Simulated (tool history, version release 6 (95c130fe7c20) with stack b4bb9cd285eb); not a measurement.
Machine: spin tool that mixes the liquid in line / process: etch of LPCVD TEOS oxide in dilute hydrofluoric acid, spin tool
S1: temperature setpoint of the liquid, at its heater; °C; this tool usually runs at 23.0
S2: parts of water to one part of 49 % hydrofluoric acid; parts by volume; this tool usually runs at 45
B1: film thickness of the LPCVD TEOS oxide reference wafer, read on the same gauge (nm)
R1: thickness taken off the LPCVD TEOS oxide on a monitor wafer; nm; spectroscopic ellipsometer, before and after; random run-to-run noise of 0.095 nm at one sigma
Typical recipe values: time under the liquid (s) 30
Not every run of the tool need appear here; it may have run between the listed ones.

run 1 hour=0.0 | S1=24.5 S2=45 time_under_the_liquid_(s)=30 | B1=110.00 | R1=34.03
run 2 hour=13.9 | S1=24.5 S2=45 time_under_the_liquid_(s)=30 | B1=109.99 | R1=34.06
run 3 hour=47.2 | S1=24.5 S2=45 time_under_the_liquid_(s)=30 | B1=109.98 | R1=34.10
run 4 hour=62.1 | S1=23.0 S2=45 time_under_the_liquid_(s)=30 | B1=110.02 | R1=31.84
run 5 hour=93.9 | S1=23.0 S2=45 time_under_the_liquid_(s)=30 | B1=109.94 | R1=32.11
run 6 hour=117.3 | S1=23.0 S2=45 time_under_the_liquid_(s)=30 | B1=110.01 | R1=32.01
run 7 hour=148.6 | S1=23.0 S2=30 time_under_the_liquid_(s)=30 | B1=109.99 | R1=49.01
run 8 hour=172.1 | S1=23.0 S2=30 time_under_the_liquid_(s)=30 | B1=109.98 | R1=43.90
run 9 hour=194.5 | S1=23.0 S2=30 time_under_the_liquid_(s)=30 | B1=109.99 | R1=44.16
run 10 hour=220.4 | S1=23.0 S2=45 time_under_the_liquid_(s)=30 | B1=110.04 | R1=28.75
run 11 hour=243.2 | S1=23.0 S2=45 time_under_the_liquid_(s)=30 | B1=109.97 | R1=28.86
run 12 hour=256.5 | S1=23.0 S2=45 time_under_the_liquid_(s)=30 | B1=110.03 | R1=28.92
run 13 hour=273.2 | S1=23.0 S2=45 time_under_the_liquid_(s)=30 | B1=110.03 | R1=29.05
run 14 hour=302.5 | S1=23.0 S2=45 time_under_the_liquid_(s)=30 | B1=109.99 | R1=29.11
run 15 hour=316.3 | S1=28.0 S2=35 time_under_the_liquid_(s)=35 | B1=110.00 | R1=53.87
run 16 hour=332.7 | S1=20.5 S2=35 time_under_the_liquid_(s)=45 | B1=109.95 | R1=51.01
run 17 hour=353.1 | S1=23.0 S2=60 time_under_the_liquid_(s)=30 | B1=110.02 | R1=21.34
run 18 hour=441.8 | S1=23.0 S2=65 time_under_the_liquid_(s)=30 | B1=110.04 | R1=19.64
run 19 hour=457.4 | S1=23.0 S2=45 time_under_the_liquid_(s)=35 | B1=110.03 | R1=33.99
run 20 hour=487.2 | S1=23.0 S2=50 time_under_the_liquid_(s)=30 | B1=109.97 | R1=26.15
run 21 hour=519.7 | S1=23.0 S2=45 time_under_the_liquid_(s)=25 | B1=109.98 | R1=24.29
run 22 hour=539.2 | S1=20.5 S2=60 time_under_the_liquid_(s)=30 | B1=110.01 | R1=19.37
run 23 hour=565.4 | S1=23.0 S2=45 time_under_the_liquid_(s)=30 | B1=109.99 | R1=29.32
run 24 hour=597.4 | S1=25.5 S2=35 time_under_the_liquid_(s)=15 | B1=110.02 | R1=21.33
run 25 hour=630.8 | S1=25.5 S2=30 time_under_the_liquid_(s)=30 | B1=109.98 | R1=50.05
run 26 hour=643.6 | S1=19.5 S2=35 time_under_the_liquid_(s)=30 | B1=110.04 | R1=32.87
run 27 hour=660.7 | S1=28.0 S2=30 time_under_the_liquid_(s)=40 | B1=110.01 | R1=74.04
run 28 hour=678.5 | S1=23.0 S2=45 time_under_the_liquid_(s)=30 | B1=110.03 | R1=29.63
run 29 hour=696.5 | S1=25.0 S2=45 time_under_the_liquid_(s)=30 | B1=110.03 | R1=31.93
run 30 hour=709.4 | S1=26.5 S2=45 time_under_the_liquid_(s)=30 | B1=110.01 | R1=34.19
run 31 hour=731.2 | S1=23.0 S2=45 time_under_the_liquid_(s)=30 | B1=110.02 | R1=29.43
run 32 hour=747.2 | S1=26.5 S2=55 time_under_the_liquid_(s)=30 | B1=110.03 | R1=27.61

The log once held 3 entries between its listed runs, left out of this copy. Where does each go, and what is different about the tool's unlogged condition between the listed run before it and the listed run after it?
Runs 7 to 8: hydrofluoric acid flow meter replaced (hour 165.3)
  hydrofluoric acid flow above the setpoint (%): 11.7 -> 0.763
  the result without the hidden state subtracted from the measured one, R1: +5.29 -> +0.35 nm
Runs 11 to 12: gauge calibrated (hour 252.8)
  hydrofluoric acid flow above the setpoint (%): 1.07 -> 1.13
  the result without the hidden state subtracted from the measured one, R1: +0.33 -> +0.34 nm
Runs 20 to 21: thermometer replaced (hour 497.6)
  hydrofluoric acid flow above the setpoint (%): 2.13 -> 2.27
  the result without the hidden state subtracted from the measured one, R1: +0.58 -> +0.57 nm
